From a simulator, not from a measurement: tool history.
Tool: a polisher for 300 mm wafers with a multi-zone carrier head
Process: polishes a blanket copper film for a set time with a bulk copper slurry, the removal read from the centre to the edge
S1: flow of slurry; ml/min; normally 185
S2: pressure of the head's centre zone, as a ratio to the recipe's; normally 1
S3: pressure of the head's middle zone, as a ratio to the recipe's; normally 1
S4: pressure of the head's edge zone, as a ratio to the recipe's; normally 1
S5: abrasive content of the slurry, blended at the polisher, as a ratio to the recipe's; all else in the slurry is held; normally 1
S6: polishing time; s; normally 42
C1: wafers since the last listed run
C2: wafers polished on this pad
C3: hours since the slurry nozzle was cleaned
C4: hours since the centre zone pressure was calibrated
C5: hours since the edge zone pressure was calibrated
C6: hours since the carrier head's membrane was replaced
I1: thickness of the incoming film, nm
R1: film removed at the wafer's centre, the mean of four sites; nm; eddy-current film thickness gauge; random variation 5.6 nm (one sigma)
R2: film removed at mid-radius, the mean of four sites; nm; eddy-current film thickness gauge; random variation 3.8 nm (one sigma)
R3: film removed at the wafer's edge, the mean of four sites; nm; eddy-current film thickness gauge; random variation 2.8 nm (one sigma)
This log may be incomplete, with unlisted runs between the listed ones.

| run | hour | S1 | S2 | S3 | S4 | S5 | S6 | C1 | C2 | C3 | C4 | C5 | C6 | I1 | R1 | R2 | R3 |
|---|---|---|---|---|---|---|---|---|---|---|---|---|---|---|---|---|---|
| 1 | 0 | 185 | 1 | 1 | 1 | 1 | 42 | 0 | 731 | 771.1 | 893.6 | 852.7 | 806.6 | 3295 | 389.6 | 401.9 | 416 |
| 2 | 19.3 | 185 | 1 | 1 | 1 | 1 | 42 | 295 | 1027 | 790.4 | 912.9 | 872 | 825.9 | 3272.9 | 383.9 | 397.6 | 415.3 |
| 3 | 47 | 210 | 1 | 1 | 1 | 1 | 49 | 424 | 1452 | 818.1 | 940.6 | 899.7 | 853.6 | 3297.5 | 456.6 | 475.2 | 494.3 |
| 4 | 63.4 | 135 | 1.1 | 1.05 | 1 | 1 | 31 | 251 | 1704 | 834.5 | 957 | 916.1 | 870 | 3251.7 | 270.5 | 269.4 | 281.4 |
|  | 95.6 | edge zone pressure recalibrated |
|  | 99.5 | slurry nozzle cleaned |
|  | 133.7 | carrier head's membrane replaced by a new one |
| 5 | 149.7 | 185 | 1 | 1 | 1 | 1 | 42 | 1200 | 2905 | 50.2 | 1043.3 | 54.1 | 16 | 3210.9 | 426.7 | 443.2 | 446.6 |
|  | 161.9 | worn pad replaced by a new one |
| 6 | 185.6 | 185 | 1.11 | 0.95 | 1.03 | 1 | 42 | 489 | 363 | 86.1 | 1079.2 | 90 | 51.9 | 3207.8 | 478.4 | 414.6 | 449.6 |
| 7 | 205.2 | 245 | 1 | 1 | 1.12 | 1 | 55 | 300 | 663 | 105.7 | 1098.8 | 109.6 | 71.5 | 3206.7 | 571.5 | 598.4 | 631.5 |
| 8 | 222.6 | 185 | 1.11 | 0.95 | 1.03 | 1 | 42 | 266 | 930 | 123.1 | 1116.2 | 127 | 88.9 | 3252.6 | 464 | 411 | 444.1 |
| 9 | 241 | 215 | 0.97 | 1.09 | 1 | 0.8 | 42 | 282 | 1212 | 141.5 | 1134.6 | 145.4 | 107.3 | 3257 | 400.1 | 465.5 | 427.5 |
| 10 | 263.2 | 185 | 1 | 1 | 1 | 1 | 42 | 340 | 1553 | 163.7 | 1156.8 | 167.6 | 129.5 | 3229.7 | 413.9 | 427.6 | 435.6 |
|  | 292.3 | centre zone pressure recalibrated |
| 11 | 295.2 | 185 | 1 | 1 | 1 | 1 | 56 | 460 | 2013 | 195.7 | 2.9 | 199.6 | 161.5 | 3305.4 | 546.3 | 563.1 | 578 |
| 12 | 313 | 135 | 1.07 | 0.89 | 1 | 1 | 42 | 272 | 2286 | 213.5 | 20.7 | 217.4 | 179.3 | 3275.4 | 390.9 | 351 | 405.2 |
|  | 341.4 | worn pad replaced by a new one |
| 13 | 341.9 | 185 | 1 | 1 | 1 | 0.9 | 35 | 381 | 6 | 242.4 | 49.6 | 246.3 | 208.2 | 3290.9 | 325.8 | 339.8 | 344.9 |
| 14 | 353.2 | 185 | 1 | 1 | 1 | 1 | 42 | 173 | 180 | 253.7 | 60.9 | 257.6 | 219.5 | 3242.8 | 401.8 | 411.5 | 426.5 |
| 15 | 377.5 | 185 | 1 | 0.93 | 1.11 | 0.9 | 42 | 372 | 552 | 278 | 85.2 | 281.9 | 243.8 | 3303.6 | 388.3 | 379.1 | 443.6 |
| 16 | 405.4 | 230 | 1 | 1 | 1 | 1 | 42 | 427 | 980 | 305.9 | 113.1 | 309.8 | 271.7 | 3272.4 | 421.4 | 433.4 | 436.6 |
| 17 | 507.5 | 185 | 1 | 1.08 | 1 | 1.15 | 42 | 1565 | 2546 | 408 | 215.2 | 411.9 | 373.8 | 3204.1 | 401.6 | 436.9 | 428.9 |
|  | 546.6 | worn pad replaced by a new one |
| 18 | 547.1 | 145 | 1 | 1 | 1 | 1.2 | 42 | 545 | 7 | 447.6 | 254.8 | 451.5 | 413.4 | 3217.3 | 360 | 380.1 | 404.7 |
| 19 | 558.7 | 185 | 1 | 1.04 | 0.93 | 1 | 42 | 177 | 185 | 459.2 | 266.4 | 463.1 | 425 | 3238.3 | 384.1 | 414.2 | 401.1 |
| 20 | 575.2 | 165 | 0.88 | 1 | 1 | 1 | 42 | 253 | 438 | 475.7 | 282.9 | 479.6 | 441.5 | 3237.3 | 315.5 | 381.4 | 402.4 |

Branching from run 20: 5 alternative next runs. What would each branch give?
| A | 575.6 | 185 | 1 | 1 | 1 | 1 | 42 | 6 | 444 | 476.1 | 283.3 | 480 | 441.9 | 3296.2 | ? | ? | ? |
| B | 575.6 | 185 | 1.12 | 1.09 | 1.11 | 0.75 | 42 | 6 | 444 | 476.1 | 283.3 | 480 | 441.9 | 3296.2 | ? | ? | ? |
| C | 575.6 | 185 | 1 | 1.09 | 1 | 1 | 42 | 6 | 444 | 476.1 | 283.3 | 480 | 441.9 | 3296.2 | ? | ? | ? |
| D | 575.6 | 205 | 0.92 | 1 | 0.94 | 1 | 50 | 6 | 444 | 476.1 | 283.3 | 480 | 441.9 | 3296.2 | ? | ? | ? |
| E | 575.6 | 240 | 1 | 1 | 1 | 1 | 48 | 6 | 444 | 476.1 | 283.3 | 480 | 441.9 | 3296.2 | ? | ? | ? |

| run | R1 | R2 | R3 |
|---|---|---|---|
| A | 388.6 | 398 | 413.9 |
| B | 417.7 | 410.1 | 417.2 |
| C | 388.8 | 428.2 | 413.4 |
| D | 439.5 | 487.8 | 487.9 |
| E | 479.1 | 486.2 | 495.5 |
With no hidden state in the tool, these same runs would have given:
| run | R1 | R2 | R3 |
|---|---|---|---|
| A | 444.1 | 447.9 | 450 |
| B | 477.4 | 461.4 | 453.5 |
| C | 444.4 | 481.9 | 449.4 |
| D | 495.2 | 542.4 | 526.5 |
| E | 529.8 | 531.9 | 529.2 |
